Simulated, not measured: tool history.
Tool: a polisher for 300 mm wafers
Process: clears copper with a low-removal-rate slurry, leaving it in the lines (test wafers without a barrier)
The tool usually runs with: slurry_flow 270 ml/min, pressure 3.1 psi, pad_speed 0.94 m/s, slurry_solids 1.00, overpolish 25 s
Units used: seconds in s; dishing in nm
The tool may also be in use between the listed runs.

run	hour	slurry_flow	pressure	pad_speed	slurry_solids	overpolish	incoming thickness of the incoming film, nm	seconds	dishing
1	0.0	270	3.1	0.94	1.00	22	465.1	128.7	50.5
# hour 27.6: head pressure recalibrated
# hour 40.6: slurry nozzle cleaned
2	93.5	270	3.1	0.86	1.00	25	464.1	149.6	49.9
# hour 124.2: worn pad replaced by a new one
3	168.7	270	3.1	0.86	1.00	25	457.6	145.5	49.8
4	242.1	270	3.1	0.86	1.00	25	457.4	145.6	49.0
5	304.2	270	3.1	0.94	1.00	25	458.6	134.6	52.8
6	356.8	270	3.1	0.94	1.00	25	450.6	133.0	53.2
# hour 381.5: slurry blender recalibrated
7	410.9	270	3.8	0.94	1.00	21	460.5	115.5	52.7
8	480.9	270	3.1	0.94	1.00	25	454.8	134.4	53.7
# hour 562.8: slurry nozzle cleaned
# hour 572.2: worn pad replaced by a new one
9	582.0	270	3.1	1.16	1.00	17	464.9	112.1	46.6
10	678.2	270	3.1	1.16	1.00	17	452.6	107.5	46.0
11	782.3	270	3.1	0.94	1.00	25	458.2	131.4	54.8
12	880.4	270	3.1	0.94	1.00	25	462.0	131.3	53.6
# hour 936.5: slurry blender recalibrated
13	946.0	270	3.8	0.80	1.00	25	461.7	128.7	55.6
14	995.4	195	3.1	0.94	1.00	12	457.2	132.3	28.9
# hour 1035.6: slurry nozzle cleaned
15	1062.6	270	3.1	0.76	1.25	33	458.6	147.1	62.2
16	1120.8	270	3.1	0.94	1.00	25	461.9	127.3	57.5
# hour 1125.3: worn pad replaced by a new one
17	1196.1	240	3.7	0.94	1.00	25	464.0	111.7	63.2
18	1281.3	270	2.2	0.94	1.00	25	461.7	160.2	44.9
19	1343.6	270	3.7	0.94	1.00	25	457.7	108.0	65.1
# hour 1359.1: head pressure recalibrated
20	1431.5	270	3.1	0.94	1.00	25	455.5	135.1	53.1
# hour 1434.1: slurry blender recalibrated
21	1527.2	270	3.1	0.94	1.00	25	451.7	134.5	52.5
# hour 1542.3: slurry nozzle cleaned
22	1611.9	315	3.8	1.10	0.75	25	464.6	108.2	65.8
23	1677.3	270	3.1	0.94	1.00	25	457.4	134.2	53.4
# hour 1705.1: worn pad replaced by a new one
24	1771.4	335	3.1	0.94	1.00	25	463.3	135.7	54.4
# hour 1869.2: slurry blender recalibrated
# hour 1989.8: slurry nozzle cleaned
25	2045.5	195	3.1	0.94	1.00	25	460.1	134.6	53.3
26	2134.1	270	3.1	0.94	1.00	25	460.2	134.2	53.6
27	2197.4	340	2.5	0.80	1.10	25	452.6	167.9	43.9

Here are 5 independent what-if runs from the current tool condition. What would each one return?
A	2197.9	270	3.1	0.94	1.00	25	462.8	?	?
B	2197.9	270	3.1	0.94	1.00	39	462.8	?	?
C	2197.9	270	3.9	0.82	1.00	25	462.8	?	?
D	2197.9	195	2.7	0.94	0.90	40	462.8	?	?
E	2197.9	310	3.1	0.94	1.10	25	462.8	?	?

run	seconds	dishing
A	134.3	55.6
B	134.3	78.5
C	127.5	58.7
D	156.0	70.9
E	130.2	57.1
Had the tool no hidden state, the same runs would have come out as:
run	seconds	dishing
A	138.6	54.1
B	138.6	76.5
C	131.5	57.1
D	160.9	69.1
E	134.2	55.5
